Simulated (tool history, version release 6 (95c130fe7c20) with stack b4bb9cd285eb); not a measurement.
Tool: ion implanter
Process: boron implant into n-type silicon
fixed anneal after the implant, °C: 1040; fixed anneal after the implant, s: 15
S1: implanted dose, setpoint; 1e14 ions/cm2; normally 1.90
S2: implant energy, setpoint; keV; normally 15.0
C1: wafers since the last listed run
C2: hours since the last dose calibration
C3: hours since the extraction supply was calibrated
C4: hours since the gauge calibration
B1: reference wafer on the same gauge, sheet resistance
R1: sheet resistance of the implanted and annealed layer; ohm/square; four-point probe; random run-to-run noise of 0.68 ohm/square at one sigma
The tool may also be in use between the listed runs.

| run | hour | S1 | S2 | C1 | C2 | C3 | C4 | B1 | R1 |
|---|---|---|---|---|---|---|---|---|---|
| 1 | 0.0 | 1.90 | 15.0 | 0 | 1384.9 | 2783.7 | 793.8 | 532.18 | 457.48 |
| 2 | 98.4 | 1.90 | 15.0 | 1690 | 1483.3 | 2882.1 | 892.2 | 531.96 | 457.97 |
| 3 | 168.1 | 1.90 | 15.0 | 1197 | 1553.0 | 2951.8 | 961.9 | 532.01 | 458.35 |
| 4 | 212.4 | 2.09 | 15.0 | 760 | 1597.3 | 2996.1 | 1006.2 | 531.88 | 425.17 |
| 5 | 272.1 | 2.09 | 15.0 | 1025 | 1657.0 | 3055.8 | 1065.9 | 531.91 | 424.64 |
| 6 | 370.8 | 1.90 | 15.0 | 1695 | 1755.7 | 3154.5 | 1164.6 | 532.07 | 461.19 |
| 7 | 470.2 | 1.90 | 15.0 | 1707 | 1855.1 | 3253.9 | 1264.0 | 531.82 | 462.14 |
| 8 | 538.9 | 1.90 | 15.0 | 1179 | 1923.8 | 3322.6 | 1332.7 | 531.91 | 462.36 |
|  | 627.8 | gauge calibrated |
| 9 | 631.4 | 1.90 | 15.0 | 1588 | 2016.3 | 3415.1 | 3.6 | 532.00 | 463.72 |
| 10 | 934.0 | 1.90 | 15.0 | 5197 | 2318.9 | 3717.7 | 306.2 | 532.09 | 466.62 |
| 11 | 1018.5 | 2.35 | 13.0 | 1451 | 2403.4 | 3802.2 | 390.7 | 532.00 | 398.50 |
| 12 | 1055.4 | 1.90 | 15.0 | 633 | 2440.3 | 3839.1 | 427.6 | 532.01 | 469.10 |
|  | 1127.0 | Faraday cup replaced and dose calibrated |
| 13 | 1127.5 | 1.90 | 15.0 | 1100 | 0.5 | 3911.2 | 499.7 | 531.93 | 454.47 |
| 14 | 1185.8 | 1.74 | 19.0 | 1001 | 58.8 | 3969.5 | 558.0 | 531.99 | 472.61 |
| 15 | 1243.9 | 1.54 | 17.5 | 997 | 116.9 | 4027.6 | 616.1 | 531.95 | 527.07 |
|  | 1287.0 | extraction supply calibrated |
| 16 | 1345.4 | 1.90 | 15.0 | 1605 | 218.4 | 58.4 | 717.6 | 531.93 | 454.82 |
| 17 | 1387.9 | 2.17 | 19.5 | 729 | 260.9 | 100.9 | 760.1 | 531.98 | 393.59 |
| 18 | 1429.5 | 1.90 | 15.0 | 714 | 302.5 | 142.5 | 801.7 | 531.88 | 454.45 |
| 19 | 1536.4 | 1.90 | 10.0 | 1836 | 409.4 | 249.4 | 908.6 | 531.97 | 478.17 |
| 20 | 1643.7 | 2.10 | 13.5 | 1842 | 516.7 | 356.7 | 1015.9 | 531.99 | 423.50 |

Predict each of these 3 candidate next runs independently; none follows another, all start after run 20:
| A | 1644.1 | 1.90 | 15.0 | 6 | 517.1 | 357.1 | 1016.3 | ? | ? |
| B | 1644.1 | 2.09 | 12.5 | 6 | 517.1 | 357.1 | 1016.3 | ? | ? |
| C | 1644.1 | 1.41 | 11.0 | 6 | 517.1 | 357.1 | 1016.3 | ? | ? |

| run | B1 | R1 |
|---|---|---|
| A | 532.00 | 453.30 |
| B | 532.00 | 428.68 |
| C | 532.00 | 602.67 |
Had the tool no hidden state, the same runs would have come out as:
| run | R1 |
|---|---|
| A | 451.84 |
| B | 427.29 |
| C | 600.76 |
